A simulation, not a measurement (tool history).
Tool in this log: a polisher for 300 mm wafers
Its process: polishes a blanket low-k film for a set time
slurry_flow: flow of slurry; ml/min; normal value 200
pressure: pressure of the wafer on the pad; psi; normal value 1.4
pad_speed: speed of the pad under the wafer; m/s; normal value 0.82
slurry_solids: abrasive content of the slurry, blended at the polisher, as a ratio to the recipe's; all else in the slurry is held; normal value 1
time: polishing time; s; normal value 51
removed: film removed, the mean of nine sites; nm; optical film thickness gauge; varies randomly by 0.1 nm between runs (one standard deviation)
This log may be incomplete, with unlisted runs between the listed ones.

| run | hour | slurry_flow | pressure | pad_speed | slurry_solids | time | wafers since the last listed run | wafers polished on this pad | hours since the slurry nozzle was cleaned | hours since the head pressure was calibrated | hours since the slurry blender was calibrated | hours since the conditioning disc was replaced | incoming thickness of the incoming film, nm | removed |
|---|---|---|---|---|---|---|---|---|---|---|---|---|---|---|
| 1 | 0 | 200 | 1.2 | 0.82 | 1 | 51 | 0 | 2948 | 405 | 464.3 | 147.8 | 477.9 | 645.4 | 9.4 |
|  | 49 | conditioning disc replaced and pad reconditioned |
| 2 | 65.7 | 200 | 1.4 | 0.82 | 1 | 51 | 696 | 3644 | 470.7 | 530 | 213.5 | 16.7 | 643.9 | 10.9 |
|  | 146.2 | slurry nozzle cleaned |
| 3 | 162.5 | 200 | 1.4 | 0.82 | 1 | 51 | 1047 | 4691 | 16.3 | 626.8 | 310.3 | 113.5 | 630.5 | 11.3 |
| 4 | 207.2 | 200 | 1.4 | 0.82 | 1 | 51 | 488 | 5180 | 61 | 671.5 | 355 | 158.2 | 637.2 | 11.3 |
|  | 219.1 | worn pad replaced by a new one |
|  | 245.7 | slurry blender recalibrated |
| 5 | 308.7 | 200 | 1.1 | 0.82 | 1 | 51 | 1043 | 957 | 162.5 | 773 | 63 | 259.7 | 636 | 8.9 |
| 6 | 376.5 | 200 | 1.1 | 0.82 | 1 | 51 | 741 | 1698 | 230.3 | 840.8 | 130.8 | 327.5 | 637.4 | 8.7 |
|  | 441.3 | head pressure recalibrated |
| 7 | 452.4 | 200 | 1.4 | 0.82 | 1 | 51 | 807 | 2506 | 306.2 | 11.1 | 206.7 | 403.4 | 649.1 | 11.1 |
| 8 | 570.3 | 200 | 1.4 | 0.82 | 1 | 51 | 1288 | 3795 | 424.1 | 129 | 324.6 | 521.3 | 635.8 | 10.9 |
|  | 630.3 | conditioning disc replaced and pad reconditioned |
|  | 637.4 | slurry blender recalibrated |
| 9 | 642.6 | 200 | 1.4 | 0.82 | 1 | 51 | 746 | 4542 | 496.4 | 201.3 | 5.2 | 12.3 | 634.2 | 10.7 |
|  | 676.2 | slurry nozzle cleaned |
|  | 677.4 | worn pad replaced by a new one |
| 10 | 694.8 | 200 | 1.4 | 0.82 | 1 | 51 | 546 | 190 | 18.6 | 253.5 | 57.4 | 64.5 | 642.4 | 11.2 |
| 11 | 751.3 | 200 | 1.4 | 0.82 | 1 | 51 | 617 | 807 | 75.1 | 310 | 113.9 | 121 | 643.5 | 11.1 |
| 12 | 851.2 | 235 | 1.2 | 0.82 | 1.3 | 51 | 1091 | 1899 | 175 | 409.9 | 213.8 | 220.9 | 650.3 | 10.9 |
| 13 | 907.3 | 200 | 1.4 | 0.82 | 1 | 51 | 613 | 2512 | 231.1 | 466 | 269.9 | 277 | 645.4 | 11.3 |
| 14 | 943.9 | 200 | 1.1 | 0.82 | 0.75 | 68 | 400 | 2913 | 267.7 | 502.6 | 306.5 | 313.6 | 646.7 | 9.9 |
| 15 | 989.4 | 200 | 1.4 | 0.82 | 1 | 51 | 497 | 3410 | 313.2 | 548.1 | 352 | 359.1 | 640.3 | 11.1 |
| 16 | 1062.4 | 170 | 1.4 | 0.62 | 1.15 | 51 | 797 | 4208 | 386.2 | 621.1 | 425 | 432.1 | 645.2 | 9.8 |
|  | 1101.1 | worn pad replaced by a new one |
|  | 1116.2 | slurry nozzle cleaned |
| 17 | 1125.8 | 255 | 1.4 | 0.82 | 1 | 51 | 638 | 258 | 9.6 | 684.5 | 488.4 | 495.5 | 647.8 | 11.6 |
|  | 1128.3 | conditioning disc replaced and pad reconditioned |
|  | 1137.4 | slurry blender recalibrated |
| 18 | 1203.1 | 250 | 1.4 | 1.06 | 1 | 51 | 801 | 1059 | 86.9 | 761.8 | 65.7 | 74.8 | 647.1 | 13.3 |
|  | 1308.3 | head pressure recalibrated |
| 19 | 1327.2 | 240 | 1.1 | 0.82 | 1.25 | 46 | 1334 | 2394 | 211 | 18.9 | 189.8 | 198.9 | 648.1 | 9 |
| 20 | 1407.9 | 240 | 1.4 | 0.82 | 0.8 | 67 | 882 | 3276 | 291.7 | 99.6 | 270.5 | 279.6 | 649.7 | 13 |
| 21 | 1453.4 | 265 | 1.8 | 0.82 | 1.15 | 51 | 497 | 3773 | 337.2 | 145.1 | 316 | 325.1 | 638.4 | 15.7 |
| 22 | 1540.7 | 200 | 1.4 | 0.82 | 1 | 51 | 954 | 4728 | 424.5 | 232.4 | 403.3 | 412.4 | 646 | 10.9 |
|  | 1585.9 | worn pad replaced by a new one |
| 23 | 1590.1 | 155 | 1 | 1.06 | 0.9 | 51 | 496 | 46 | 473.9 | 281.8 | 452.7 | 461.8 | 649.3 | 8.2 |
|  | 1606.1 | slurry blender recalibrated |
|  | 1609.9 | slurry nozzle cleaned |
|  | 1667.4 | conditioning disc replaced and pad reconditioned |
| 24 | 1861.7 | 200 | 1.4 | 1.04 | 1 | 51 | 2914 | 2960 | 251.8 | 553.4 | 255.6 | 194.3 | 638.3 | 12.9 |
| 25 | 1904 | 200 | 1.4 | 0.82 | 1 | 51 | 462 | 3422 | 294.1 | 595.7 | 297.9 | 236.6 | 647.7 | 11.2 |
| 26 | 1983.1 | 260 | 1.6 | 1 | 1 | 51 | 864 | 4287 | 373.2 | 674.8 | 377 | 315.7 | 643.3 | 14.7 |

Forecast each of these 3 alternatives for the next run:
| A | 1983.5 | 200 | 1.4 | 0.82 | 1 | 51 | 4 | 4291 | 373.6 | 675.2 | 377.4 | 316.1 | 642.2 | ? |
| B | 1983.5 | 130 | 1.6 | 1 | 1 | 45 | 4 | 4291 | 373.6 | 675.2 | 377.4 | 316.1 | 642.2 | ? |
| C | 1983.5 | 200 | 1.4 | 0.82 | 1 | 44 | 4 | 4291 | 373.6 | 675.2 | 377.4 | 316.1 | 642.2 | ? |

| run | removed |
|---|---|
| A | 11 |
| B | 11.7 |
| C | 9.5 |
What these runs would have given with no unlogged condition in the tool:
| run | removed |
|---|---|
| A | 11.4 |
| B | 12.3 |
| C | 9.9 |
